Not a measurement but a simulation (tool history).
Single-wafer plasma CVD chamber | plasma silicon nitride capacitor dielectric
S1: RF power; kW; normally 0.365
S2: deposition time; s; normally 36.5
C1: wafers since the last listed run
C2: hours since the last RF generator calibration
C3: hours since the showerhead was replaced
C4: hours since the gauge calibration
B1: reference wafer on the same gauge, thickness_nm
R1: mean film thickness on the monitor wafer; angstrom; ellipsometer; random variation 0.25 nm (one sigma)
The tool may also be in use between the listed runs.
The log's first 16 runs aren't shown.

run 17 hour=210.5 | S1=0.365 S2=31.6 | C1=234 C2=1637.7 C3=24.6 C4=68.3 | B1=49.256 | R1=439.5
run 18 hour=221 | S1=0.365 S2=31.6 | C1=155 C2=1648.2 C3=35.1 C4=78.8 | B1=49.223 | R1=432.18
run 19 hour=232.4 | S1=0.365 S2=36.5 | C1=169 C2=1659.6 C3=46.5 C4=90.2 | B1=49.307 | R1=505.37
run 20 hour=246.8 | S1=0.365 S2=36.5 | C1=213 C2=1674 C3=60.9 C4=104.6 | B1=49.294 | R1=497.77
run 21 hour=255.2 | S1=0.385 S2=39.8 | C1=124 C2=1682.4 C3=69.3 C4=113 | B1=49.358 | R1=561.92
run 22 hour=272 | S1=0.365 S2=36.5 | C1=249 C2=1699.2 C3=86.1 C4=129.8 | B1=49.307 | R1=500.81
run 23 hour=281.8 | S1=0.435 S2=33 | C1=145 C2=1709 C3=95.9 C4=139.6 | B1=49.358 | R1=488.94
-- hour=297.9 RF generator calibrated
run 24 hour=298.4 | S1=0.365 S2=31 | C1=127 C2=0.5 C3=112.5 C4=156.2 | B1=49.242 | R1=428.24
run 25 hour=306.3 | S1=0.365 S2=36.5 | C1=117 C2=8.4 C3=120.4 C4=164.1 | B1=49.209 | R1=501.03
run 26 hour=312.5 | S1=0.31 S2=38.7 | C1=92 C2=14.6 C3=126.6 C4=170.3 | B1=49.323 | R1=501.39
run 27 hour=323 | S1=0.365 S2=36.5 | C1=155 C2=25.1 C3=137.1 C4=180.8 | B1=49.366 | R1=506.03
run 28 hour=331.6 | S1=0.435 S2=41.7 | C1=127 C2=33.7 C3=145.7 C4=189.4 | B1=49.309 | R1=614.77
run 29 hour=341.2 | S1=0.365 S2=36.5 | C1=142 C2=43.3 C3=155.3 C4=199 | B1=49.236 | R1=501.99
run 30 hour=353.5 | S1=0.365 S2=36.5 | C1=182 C2=55.6 C3=167.6 C4=211.3 | B1=49.26 | R1=504.91
run 31 hour=361.6 | S1=0.415 S2=39 | C1=120 C2=63.7 C3=175.7 C4=219.4 | B1=49.235 | R1=567.95
run 32 hour=370.2 | S1=0.3 S2=39.5 | C1=127 C2=72.3 C3=184.3 C4=228 | B1=49.279 | R1=503.86
run 33 hour=377.4 | S1=0.32 S2=33.2 | C1=106 C2=79.5 C3=191.5 C4=235.2 | B1=49.23 | R1=436
run 34 hour=390.1 | S1=0.365 S2=30.2 | C1=188 C2=92.2 C3=204.2 C4=247.9 | B1=49.224 | R1=414.3
run 35 hour=402 | S1=0.365 S2=43 | C1=176 C2=104.1 C3=216.1 C4=259.8 | B1=49.369 | R1=595.77
run 36 hour=417 | S1=0.365 S2=36.5 | C1=222 C2=119.1 C3=231.1 C4=274.8 | B1=49.243 | R1=502.57
run 37 hour=425.4 | S1=0.425 S2=30.1 | C1=124 C2=127.5 C3=239.5 C4=283.2 | B1=49.251 | R1=438.35
run 38 hour=437.9 | S1=0.345 S2=42.8 | C1=185 C2=140 C3=252 C4=295.7 | B1=49.251 | R1=576.8
run 39 hour=446.1 | S1=0.365 S2=36.5 | C1=121 C2=148.2 C3=260.2 C4=303.9 | B1=49.362 | R1=501.21
run 40 hour=453.6 | S1=0.365 S2=36.5 | C1=111 C2=155.7 C3=267.7 C4=311.4 | B1=49.265 | R1=502
-- hour=465.7 gauge calibrated
run 41 hour=467.8 | S1=0.365 S2=36.5 | C1=210 C2=169.9 C3=281.9 C4=2.1 | B1=49.127 | R1=501.21

Below are 4 alternative next runs, each starting from the tool's condition after run 41. Predict each:
run A hour=468.2 | S1=0.365 S2=38.4 | C1=5 C2=170.3 C3=282.3 C4=2.5 | B1=? | R1=?
run B hour=468.2 | S1=0.365 S2=29.9 | C1=5 C2=170.3 C3=282.3 C4=2.5 | B1=? | R1=?
run C hour=468.2 | S1=0.435 S2=40.6 | C1=5 C2=170.3 C3=282.3 C4=2.5 | B1=? | R1=?
run D hour=468.2 | S1=0.405 S2=39.2 | C1=5 C2=170.3 C3=282.3 C4=2.5 | B1=? | R1=?

run=A B1=49.237 R1=532.08
run=B B1=49.237 R1=414.3
run=C B1=49.237 R1=601.68
run=D B1=49.237 R1=565.47
Stripped of hidden state, with their random variation kept, the same runs would have yielded:
run=A R1=532.08
run=B R1=414.3
run=C R1=601.68
run=D R1=565.47

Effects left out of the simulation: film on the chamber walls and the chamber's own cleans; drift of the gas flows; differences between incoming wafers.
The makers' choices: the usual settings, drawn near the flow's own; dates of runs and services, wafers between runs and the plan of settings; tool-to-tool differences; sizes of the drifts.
